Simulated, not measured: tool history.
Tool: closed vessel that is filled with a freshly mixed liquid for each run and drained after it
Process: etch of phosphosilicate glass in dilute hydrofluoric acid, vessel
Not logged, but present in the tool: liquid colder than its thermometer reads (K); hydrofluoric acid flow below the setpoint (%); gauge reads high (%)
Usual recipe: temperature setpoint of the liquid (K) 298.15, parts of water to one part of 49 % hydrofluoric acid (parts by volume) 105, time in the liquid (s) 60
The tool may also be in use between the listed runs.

| run | hour | temperature setpoint of the liquid (K) | parts of water to one part of 49 % hydrofluoric acid (parts by volume) | time in the liquid (s) | wafers since the last listed run | hours since the thermometer was replaced | hours since the hydrofluoric acid flow meter was replaced | hours since the gauge calibration | read-back film thickness of the phosphosilicate glass reference wafer, read on the same gauge (nm) | thickness taken off the phosphosilicate glass on a monitor wafer (Å) |
|---|---|---|---|---|---|---|---|---|---|---|
| 1 | 0.0 | 298.15 | 105 | 60 | 0 | 866.5 | 1290.9 | 403.1 | 59.99 | 483.0 |
| 2 | 9.6 | 298.15 | 105 | 60 | 1110 | 876.1 | 1300.5 | 412.7 | 60.01 | 480.2 |
| 3 | 18.8 | 298.15 | 105 | 60 | 1064 | 885.3 | 1309.7 | 421.9 | 60.01 | 484.3 |
| 4 | 32.7 | 298.15 | 105 | 60 | 1608 | 899.2 | 1323.6 | 435.8 | 59.98 | 482.6 |
| 5 | 82.3 | 298.15 | 105 | 60 | 5740 | 948.8 | 1373.2 | 485.4 | 59.99 | 476.8 |
| 6 | 97.9 | 295.15 | 105 | 60 | 1805 | 964.4 | 1388.8 | 501.0 | 60.02 | 425.0 |
| 7 | 146.5 | 295.15 | 105 | 60 | 5624 | 1013.0 | 1437.4 | 549.6 | 60.00 | 424.9 |
| 8 | 162.7 | 295.15 | 105 | 60 | 1874 | 1029.2 | 1453.6 | 565.8 | 60.00 | 419.5 |
| 9 | 171.9 | 298.15 | 105 | 85 | 1064 | 1038.4 | 1462.8 | 575.0 | 60.00 | 665.7 |
|  | 183.1 | gauge calibrated |
| 10 | 187.1 | 298.15 | 105 | 60 | 1759 | 1053.6 | 1478.0 | 4.0 | 59.99 | 476.4 |
| 11 | 194.4 | 298.15 | 105 | 75 | 844 | 1060.9 | 1485.3 | 11.3 | 60.01 | 587.8 |
| 12 | 212.2 | 298.15 | 105 | 60 | 2059 | 1078.7 | 1503.1 | 29.1 | 60.00 | 473.0 |
| 13 | 229.8 | 298.15 | 105 | 60 | 2036 | 1096.3 | 1520.7 | 46.7 | 60.01 | 471.7 |
| 14 | 235.9 | 295.15 | 105 | 60 | 705 | 1102.4 | 1526.8 | 52.8 | 60.00 | 418.4 |
| 15 | 253.3 | 298.15 | 105 | 60 | 2013 | 1119.8 | 1544.2 | 70.2 | 60.01 | 468.8 |
|  | 261.1 | thermometer replaced |
| 16 | 261.6 | 301.65 | 65 | 60 | 844 | 0.5 | 1552.5 | 78.5 | 60.01 | 926.4 |
| 17 | 276.0 | 293.65 | 105 | 60 | 1666 | 14.9 | 1566.9 | 92.9 | 60.01 | 396.9 |
| 18 | 291.0 | 294.65 | 55 | 30 | 1735 | 29.9 | 1581.9 | 107.9 | 59.98 | 414.1 |
|  | 303.7 | hydrofluoric acid flow meter replaced |
| 19 | 305.6 | 302.15 | 60 | 60 | 1573 | 44.5 | 1.9 | 122.5 | 59.99 | 1154.5 |
| 20 | 311.8 | 298.15 | 90 | 60 | 717 | 50.7 | 8.1 | 128.7 | 59.98 | 636.2 |
| 21 | 329.6 | 298.15 | 85 | 60 | 2059 | 68.5 | 25.9 | 146.5 | 60.01 | 676.3 |
| 22 | 345.5 | 293.65 | 85 | 60 | 1840 | 84.4 | 41.8 | 162.4 | 60.00 | 571.0 |
| 23 | 354.9 | 302.65 | 60 | 60 | 1087 | 93.8 | 51.2 | 171.8 | 59.99 | 1181.3 |
| 24 | 371.9 | 298.15 | 105 | 60 | 1967 | 110.8 | 68.2 | 188.8 | 59.98 | 532.4 |
| 25 | 379.2 | 296.15 | 105 | 60 | 844 | 118.1 | 75.5 | 196.1 | 60.02 | 493.7 |
| 26 | 388.4 | 298.15 | 105 | 60 | 1064 | 127.3 | 84.7 | 205.3 | 59.98 | 527.8 |
| 27 | 396.3 | 298.15 | 90 | 40 | 914 | 135.2 | 92.6 | 213.2 | 60.04 | 418.8 |
| 28 | 402.5 | 295.65 | 105 | 40 | 717 | 141.4 | 98.8 | 219.4 | 59.99 | 323.6 |
| 29 | 411.7 | 296.15 | 85 | 40 | 1064 | 150.6 | 108.0 | 228.6 | 60.00 | 414.7 |
| 30 | 422.5 | 303.15 | 105 | 60 | 1249 | 161.4 | 118.8 | 239.4 | 60.01 | 641.0 |
| 31 | 437.5 | 298.15 | 105 | 60 | 1735 | 176.4 | 133.8 | 254.4 | 59.99 | 522.2 |

Give the tool's hidden conditions for every run:
liquid colder than its thermometer reads (K): 0 in every run
gauge reads high (%): 0 in every run
H1: hydrofluoric acid flow below the setpoint (%)
| run | H1 |
|---|---|
| 1 | 9.99 |
| 2 | 10.1 |
| 3 | 10.1 |
| 4 | 10.2 |
| 5 | 10.6 |
| 6 | 10.7 |
| 7 | 11 |
| 8 | 11.2 |
| 9 | 11.2 |
| 10 | 11.3 |
| 11 | 11.4 |
| 12 | 11.5 |
| 13 | 11.6 |
| 14 | 11.7 |
| 15 | 11.8 |
| 16 | 11.9 |
| 17 | 12 |
| 18 | 12.1 |
| 19 | 1.69 |
| 20 | 1.73 |
| 21 | 1.86 |
| 22 | 1.97 |
| 23 | 2.04 |
| 24 | 2.16 |
| 25 | 2.21 |
| 26 | 2.28 |
| 27 | 2.34 |
| 28 | 2.38 |
| 29 | 2.45 |
| 30 | 2.52 |
| 31 | 2.63 |
